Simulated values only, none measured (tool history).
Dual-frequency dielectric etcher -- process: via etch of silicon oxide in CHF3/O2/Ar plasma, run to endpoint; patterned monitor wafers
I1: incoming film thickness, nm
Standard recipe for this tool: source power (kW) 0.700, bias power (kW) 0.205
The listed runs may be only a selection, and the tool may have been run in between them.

Run 1, hour 0.0: usual settings but source power (kW) 0.640, bias power (kW) 0.219; I1 495.1. Result: endpoint time (s) 224.4.
Run 2, hour 17.3: usual settings but source power (kW) 0.640, bias power (kW) 0.219; I1 494.7. Result: endpoint time (s) 220.9.
Run 3, hour 31.9: usual settings; I1 493.2. Result: endpoint time (s) 223.8.
At hour 89.4: wet clean of the chamber.
At hour 113.4: upper electrode replaced.
Run 4, hour 113.9: usual settings; I1 490.6. Result: endpoint time (s) 202.1.
Run 5, hour 114.3: usual settings; I1 493.8. Result: endpoint time (s) 205.9.
Run 6, hour 114.7: usual settings; I1 493.3. Result: endpoint time (s) 207.4.
Run 7, hour 115.1: usual settings; I1 494.4. Result: endpoint time (s) 205.0.
Run 8, hour 128.1: usual settings but bias power (kW) 0.185; I1 496.2. Result: endpoint time (s) 211.6.
At hour 165.2: source power generator calibrated.
Run 9, hour 169.6: usual settings; I1 489.1. Result: endpoint time (s) 206.4.
Run 10, hour 199.4: usual settings; I1 494.5. Result: endpoint time (s) 203.2.
Run 11, hour 213.5: usual settings; I1 493.7. Result: endpoint time (s) 204.9.
Run 12, hour 248.5: usual settings; I1 489.5. Result: endpoint time (s) 205.1.
Run 13, hour 284.1: usual settings but source power (kW) 0.800, bias power (kW) 0.189; I1 492.4. Result: endpoint time (s) 204.7.
At hour 337.0: bias power generator calibrated.
At hour 337.3: wet clean of the chamber, repeated, since the last time left the tool worse.
Run 14, hour 337.8: usual settings but source power (kW) 0.810, bias power (kW) 0.164; I1 494.5. Result: endpoint time (s) 226.5.
Run 15, hour 338.2: usual settings; I1 496.7. Result: endpoint time (s) 220.9.
Run 16, hour 345.7: usual settings but bias power (kW) 0.175; I1 493.6. Result: endpoint time (s) 229.4.
Run 17, hour 367.2: usual settings but source power (kW) 0.830, bias power (kW) 0.219; I1 494.2. Result: endpoint time (s) 209.5.
Run 18, hour 398.7: usual settings but source power (kW) 0.840, bias power (kW) 0.191; I1 492.9. Result: endpoint time (s) 213.8.
Run 19, hour 432.5: usual settings; I1 493.5. Result: endpoint time (s) 221.0.
Run 20, hour 452.3: usual settings; I1 496.5. Result: endpoint time (s) 217.8.
Run 21, hour 480.7: usual settings but source power (kW) 0.850, bias power (kW) 0.236; I1 492.4. Result: endpoint time (s) 202.3.
Run 22, hour 514.5: usual settings; I1 497.2. Result: endpoint time (s) 224.4.
Run 23, hour 599.7: usual settings but source power (kW) 0.820, bias power (kW) 0.239; I1 491.8. Result: endpoint time (s) 203.9.
Run 24, hour 613.2: usual settings; I1 491.5. Result: endpoint time (s) 219.5.
Run 25, hour 630.2: usual settings but source power (kW) 0.820, bias power (kW) 0.159; I1 492.8. Result: endpoint time (s) 233.3.
Run 26, hour 659.1: usual settings but source power (kW) 0.590, bias power (kW) 0.162; I1 493.2. Result: endpoint time (s) 248.1.
Run 27, hour 691.2: usual settings but source power (kW) 0.570, bias power (kW) 0.225; I1 493.5. Result: endpoint time (s) 226.9.
Run 28, hour 712.8: usual settings but source power (kW) 0.620; I1 491.1. Result: endpoint time (s) 228.1.
Run 29, hour 732.1: usual settings but bias power (kW) 0.230; I1 502.3. Result: endpoint time (s) 223.2.
Run 30, hour 759.0: usual settings but source power (kW) 0.650, bias power (kW) 0.225; I1 492.5. Result: endpoint time (s) 222.8.
Run 31, hour 784.4: usual settings but source power (kW) 0.540, bias power (kW) 0.220; I1 497.7. Result: endpoint time (s) 232.0.
Run 32, hour 797.9: usual settings but source power (kW) 0.850, bias power (kW) 0.255; I1 494.5. Result: endpoint time (s) 201.4.
Run 33, hour 832.3: usual settings; I1 490.4. Result: endpoint time (s) 223.8.
Run 34, hour 856.9: usual settings but source power (kW) 0.830; I1 492.1. Result: endpoint time (s) 218.2.

For each run, what was the tool's unlogged condition?
source power that arrives over what is set, %: 0, the same for each run
bias power that arrives over what is set, %: 0, the same for each run
H1: etch rate over this chamber's usual, %
run       H1
  1    -3.06
  2    -3.17
  3    -3.26
  4     6.75
  5     6.75
  6     6.75
  7     6.74
  8     6.66
  9     6.41
 10     6.23
 11     6.14
 12     5.93
 13     5.71
 14  -0.0954
 15  -0.0979
 16   -0.144
 17   -0.276
 18   -0.469
 19   -0.676
 20   -0.798
 21   -0.972
 22    -1.18
 23     -1.7
 24    -1.78
 25    -1.89
 26    -2.07
 27    -2.26
 28     -2.4
 29    -2.51
 30    -2.68
 31    -2.83
 32    -2.92
 33    -3.13
 34    -3.28
